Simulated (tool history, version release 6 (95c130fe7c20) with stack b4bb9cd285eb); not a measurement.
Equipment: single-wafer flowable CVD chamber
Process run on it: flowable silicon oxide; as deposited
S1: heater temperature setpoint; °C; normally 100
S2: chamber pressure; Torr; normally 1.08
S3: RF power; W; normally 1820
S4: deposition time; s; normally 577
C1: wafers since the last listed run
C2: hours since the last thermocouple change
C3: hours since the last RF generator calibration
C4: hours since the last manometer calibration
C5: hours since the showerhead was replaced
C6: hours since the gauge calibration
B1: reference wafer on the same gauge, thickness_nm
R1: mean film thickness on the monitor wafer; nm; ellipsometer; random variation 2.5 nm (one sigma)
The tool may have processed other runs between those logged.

Run 1, hour 0.0: usual settings; C1 0; C2 2129.9; C3 1497.8; C4 1399.0; C5 3385.7; C6 147.0; B1 449.708. Result: R1 619.047 nm.
Run 2, hour 27.3: usual settings but S3 2095 W; C1 102; C2 2157.2; C3 1525.1; C4 1426.3; C5 3413.0; C6 174.3; B1 449.535. Result: R1 634.998 nm.
Run 3, hour 45.2: usual settings but S3 2095 W; C1 67; C2 2175.1; C3 1543.0; C4 1444.2; C5 3430.9; C6 192.2; B1 450.402. Result: R1 644.461 nm.
Run 4, hour 66.4: usual settings but S1 111 °C; C1 79; C2 2196.3; C3 1564.2; C4 1465.4; C5 3452.1; C6 213.4; B1 450.087. Result: R1 453.969 nm.
Run 5, hour 84.6: usual settings but S1 111 °C; C1 68; C2 2214.5; C3 1582.4; C4 1483.6; C5 3470.3; C6 231.6; B1 449.555. Result: R1 449.128 nm.
Run 6, hour 118.5: usual settings; C1 127; C2 2248.4; C3 1616.3; C4 1517.5; C5 3504.2; C6 265.5; B1 449.948. Result: R1 627.713 nm.
Run 7, hour 147.1: usual settings; C1 107; C2 2277.0; C3 1644.9; C4 1546.1; C5 3532.8; C6 294.1; B1 449.837. Result: R1 626.749 nm.
Run 8, hour 171.0: usual settings but S1 109 °C, S3 2015 W; C1 89; C2 2300.9; C3 1668.8; C4 1570.0; C5 3556.7; C6 318.0; B1 450.023. Result: R1 486.933 nm.
Run 9, hour 194.0: usual settings but S1 109 °C, S3 2015 W; C1 86; C2 2323.9; C3 1691.8; C4 1593.0; C5 3579.7; C6 341.0; B1 450.502. Result: R1 491.406 nm.
Run 10, hour 213.1: usual settings but S1 109 °C, S3 2015 W; C1 71; C2 2343.0; C3 1710.9; C4 1612.1; C5 3598.8; C6 360.1; B1 450.153. Result: R1 492.464 nm.
At hour 235.0: RF generator calibrated.
Run 11, hour 238.6: usual settings; C1 65; C2 2368.5; C3 3.6; C4 1637.6; C5 3624.3; C6 385.6; B1 449.375. Result: R1 629.853 nm.
At hour 266.1: showerhead replaced, of another model than before.
Run 12, hour 266.6: usual settings but S4 537 s; C1 74; C2 2396.5; C3 31.6; C4 1665.6; C5 0.5; C6 413.6; B1 449.536. Result: R1 585.249 nm.
Run 13, hour 276.2: usual settings but S4 537 s; C1 35; C2 2406.1; C3 41.2; C4 1675.2; C5 10.1; C6 423.2; B1 449.898. Result: R1 583.850 nm.
Run 14, hour 288.9: usual settings but S4 537 s; C1 47; C2 2418.8; C3 53.9; C4 1687.9; C5 22.8; C6 435.9; B1 450.383. Result: R1 577.220 nm.
Run 15, hour 320.4: usual settings but S2 0.97 Torr, S4 513 s; C1 118; C2 2450.3; C3 85.4; C4 1719.4; C5 54.3; C6 467.4; B1 449.917. Result: R1 517.645 nm.
Run 16, hour 338.2: usual settings but S1 113 °C, S3 2075 W; C1 66; C2 2468.1; C3 103.2; C4 1737.2; C5 72.1; C6 485.2; B1 450.392. Result: R1 434.358 nm.
At hour 351.6: gauge calibrated.
Run 17, hour 375.7: usual settings but S3 1460 W; C1 140; C2 2505.6; C3 140.7; C4 1774.7; C5 109.6; C6 24.1; B1 450.664. Result: R1 603.375 nm.
Run 18, hour 388.2: usual settings but S1 109 °C, S3 2015 W; C1 46; C2 2518.1; C3 153.2; C4 1787.2; C5 122.1; C6 36.6; B1 450.113. Result: R1 492.063 nm.
At hour 397.4: thermocouple changed; heater temperature recalibrated.
Run 19, hour 411.5: usual settings but S4 677 s; C1 57; C2 14.1; C3 176.5; C4 1810.5; C5 145.4; C6 59.9; B1 450.341. Result: R1 620.762 nm.
Run 20, hour 441.7: usual settings but S1 105 °C, S4 521 s; C1 113; C2 44.3; C3 206.7; C4 1840.7; C5 175.6; C6 90.1; B1 449.799. Result: R1 412.537 nm.
At hour 453.4: capacitance manometer re-zeroed and calibrated.
Run 21, hour 471.8: usual settings; C1 82; C2 74.4; C3 236.8; C4 18.4; C5 205.7; C6 120.2; B1 449.448. Result: R1 531.151 nm.
Run 22, hour 496.1: usual settings; C1 91; C2 98.7; C3 261.1; C4 42.7; C5 230.0; C6 144.5; B1 450.119. Result: R1 532.570 nm.
Run 23, hour 522.4: usual settings; C1 98; C2 125.0; C3 287.4; C4 69.0; C5 256.3; C6 170.8; B1 450.027. Result: R1 535.100 nm.
Run 24, hour 551.4: usual settings but S3 1925 W; C1 108; C2 154.0; C3 316.4; C4 98.0; C5 285.3; C6 199.8; B1 449.975. Result: R1 540.483 nm.
Run 25, hour 584.0: usual settings but S2 1.29 Torr, S3 1705 W; C1 122; C2 186.6; C3 349.0; C4 130.6; C5 317.9; C6 232.4; B1 449.970. Result: R1 606.666 nm.
Run 26, hour 613.5: usual settings but S1 113 °C, S2 0.83 Torr, S3 1970 W, S4 684 s; C1 110; C2 216.1; C3 378.5; C4 160.1; C5 347.4; C6 261.9; B1 450.215. Result: R1 372.819 nm.
Run 27, hour 647.7: usual settings but S1 105 °C, S2 1.19 Torr; C1 128; C2 250.3; C3 412.7; C4 194.3; C5 381.6; C6 296.1; B1 449.769. Result: R1 505.428 nm.
Run 28, hour 660.9: usual settings; C1 49; C2 263.5; C3 425.9; C4 207.5; C5 394.8; C6 309.3; B1 450.598. Result: R1 544.270 nm.

State the hidden condition of the tool at each of the runs:
delivered RF power above the setpoint (%): 0 across all the runs
true pressure above the setpoint (%): 0 across all the runs
gauge reads high (%): 0 across all the runs
H1: wafer temperature above the value expected at the setpoint (K)
run      H1
  1   -6.18
  2    -6.2
  3   -6.21
  4   -6.22
  5   -6.23
  6   -6.25
  7   -6.27
  8   -6.28
  9   -6.29
 10   -6.31
 11   -6.32
 12   -6.33
 13   -6.34
 14   -6.34
 15   -6.36
 16   -6.37
 17   -6.38
 18   -6.39
 19  -0.242
 20  -0.445
 21  -0.641
 22  -0.794
 23  -0.955
 24   -1.13
 25   -1.32
 26   -1.48
 27   -1.66
 28   -1.73
